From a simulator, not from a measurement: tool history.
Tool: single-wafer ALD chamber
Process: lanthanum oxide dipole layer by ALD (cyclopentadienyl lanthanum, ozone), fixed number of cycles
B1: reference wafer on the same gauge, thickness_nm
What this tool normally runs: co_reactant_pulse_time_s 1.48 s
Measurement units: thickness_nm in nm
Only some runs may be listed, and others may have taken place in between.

{"run": 1, "day": 0.0, "co_reactant_pulse_time_s": 1.06, "B1": 0.561, "thickness_nm": 0.437}
{"run": 2, "day": 1.225, "co_reactant_pulse_time_s": 1.06, "B1": 0.562, "thickness_nm": 0.435}
{"run": 3, "day": 3.446, "co_reactant_pulse_time_s": 1.14, "B1": 0.562, "thickness_nm": 0.472}
{"run": 4, "day": 6.238, "co_reactant_pulse_time_s": 1.14, "B1": 0.561, "thickness_nm": 0.467}
{"run": 5, "day": 8.383, "co_reactant_pulse_time_s": 1.14, "B1": 0.561, "thickness_nm": 0.465}
{"run": 6, "day": 10.833, "co_reactant_pulse_time_s": 1.48, "B1": 0.561, "thickness_nm": 0.541}
{"run": 7, "day": 13.35, "co_reactant_pulse_time_s": 1.48, "B1": 0.561, "thickness_nm": 0.545}
{"run": 8, "day": 14.583, "co_reactant_pulse_time_s": 1.22, "B1": 0.561, "thickness_nm": 0.49}
{"run": 9, "day": 15.596, "co_reactant_pulse_time_s": 1.48, "B1": 0.561, "thickness_nm": 0.541}
{"run": 10, "day": 17.35, "co_reactant_pulse_time_s": 1.74, "B1": 0.561, "thickness_nm": 0.566}
{"day": 19.271, "done": "ozone generator serviced"}
{"run": 11, "day": 19.292, "co_reactant_pulse_time_s": 1.74, "B1": 0.561, "thickness_nm": 0.559}
{"run": 12, "day": 21.296, "co_reactant_pulse_time_s": 1.48, "B1": 0.561, "thickness_nm": 0.527}
{"day": 21.908, "done": "thermocouple changed; heater temperature recalibrated"}
{"day": 22.317, "done": "gauge calibrated"}
{"run": 13, "day": 24.025, "co_reactant_pulse_time_s": 1.48, "B1": 0.561, "thickness_nm": 0.526}
{"run": 14, "day": 26.575, "co_reactant_pulse_time_s": 1.48, "B1": 0.561, "thickness_nm": 0.522}
{"day": 27.212, "done": "showerhead replaced"}
{"run": 15, "day": 27.908, "co_reactant_pulse_time_s": 1.72, "B1": 0.561, "thickness_nm": 0.551}
{"day": 29.354, "done": "ozone generator serviced, repeated, since the last time left the tool worse"}
{"run": 16, "day": 30.625, "co_reactant_pulse_time_s": 1.29, "B1": 0.561, "thickness_nm": 0.526}
{"run": 17, "day": 33.479, "co_reactant_pulse_time_s": 1.75, "B1": 0.561, "thickness_nm": 0.573}
{"run": 18, "day": 34.633, "co_reactant_pulse_time_s": 1.78, "B1": 0.561, "thickness_nm": 0.572}
{"run": 19, "day": 36.096, "co_reactant_pulse_time_s": 1.01, "B1": 0.561, "thickness_nm": 0.424}
{"run": 20, "day": 37.521, "co_reactant_pulse_time_s": 1.8, "B1": 0.561, "thickness_nm": 0.575}
{"run": 21, "day": 39.792, "co_reactant_pulse_time_s": 1.48, "B1": 0.561, "thickness_nm": 0.551}
{"run": 22, "day": 42.35, "co_reactant_pulse_time_s": 1.82, "B1": 0.561, "thickness_nm": 0.573}
{"run": 23, "day": 44.192, "co_reactant_pulse_time_s": 1.89, "B1": 0.56, "thickness_nm": 0.573}
{"run": 24, "day": 45.629, "co_reactant_pulse_time_s": 1.48, "B1": 0.561, "thickness_nm": 0.546}
{"run": 25, "day": 48.858, "co_reactant_pulse_time_s": 0.99, "B1": 0.561, "thickness_nm": 0.403}

Estimate the outcome of run 26 from the log above:
{"run": 26, "day": 50.475, "co_reactant_pulse_time_s": 1.21, "B1": "?", "thickness_nm": "?"}

B1: 0.56
thickness_nm: 0.492 nm
Take away the tool's hidden state, keep the run-to-run variation as it was, and the same run would have given thickness_nm 0.511 nm.
